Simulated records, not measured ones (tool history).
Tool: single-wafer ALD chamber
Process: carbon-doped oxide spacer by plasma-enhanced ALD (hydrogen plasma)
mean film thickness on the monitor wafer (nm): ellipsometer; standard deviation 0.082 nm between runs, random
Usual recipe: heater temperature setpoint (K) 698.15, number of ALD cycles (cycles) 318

run     day  heater temperature setpoint (K)  number of ALD cycles (cycles)  read-back reference wafer on the same gauge, thickness_nm  mean film thickness on the monitor wafer (nm)
  1       0                           698.15                            301                                                     15.154                                         13.639
  2   0.917                           698.15                            301                                                     15.084                                         13.578
  3   2.404                           698.15                            301                                                     15.131                                         13.515
  4   3.508                           698.15                            318                                                     15.115                                         14.357
  5   4.071                           698.15                            349                                                     15.092                                         15.754
  6   4.812                           698.15                            349                                                     15.088                                         15.648
  7   5.512                           698.15                            318                                                     15.112                                         14.421
  8   6.054                           698.15                            303                                                     15.088                                         13.569
  9     6.6                           698.15                            318                                                     15.114                                         14.261
 10   8.046                           698.15                            318                                                     15.106                                         14.454
 11     9.2                           698.15                            318                                                     15.097                                         14.548
 12  10.362                           686.15                            361                                                     15.102                                         16.973
 13  10.921                           706.15                            318                                                     15.082                                         14.005
     11.042  -- gauge calibrated
 14  12.267                           704.15                            349                                                     15.127                                         15.456
 15  12.988                           698.15                            303                                                     15.128                                         13.679
 16  13.621                           698.15                            318                                                      15.11                                         14.427
     14.804  -- thermocouple changed; heater temperature recalibrated
 17   14.85                           710.15                            343                                                      15.09                                         15.033
 18  15.975                           698.15                            318                                                     15.102                                         14.289
 19  17.054                           708.15                            318                                                     15.114                                         13.931
 20  18.492                           698.15                            301                                                     15.113                                          13.57
 21  19.283                           690.15                            318                                                     15.092                                         14.695
 22  20.508                           705.15                            361                                                     15.113                                         16.123

What if the next run were any one of these 3? Each begins from the tool's condition after run 22:
  A  20.546                           698.15                            272                                                          ?                                              ?
  B  20.546                           683.15                            379                                                          ?                                              ?
  C  20.546                           683.15                            318                                                          ?                                              ?

run  read-back reference wafer on the same gauge, thickness_nm  mean film thickness on the monitor wafer (nm)
  A                                                     15.077                                         12.333
  B                                                     15.077                                         17.987
  C                                                     15.077                                         15.092
Without the tool's unlogged condition, the same runs would have read:
run  mean film thickness on the monitor wafer (nm)
  A                                         12.333
  B                                         17.987
  C                                         15.092
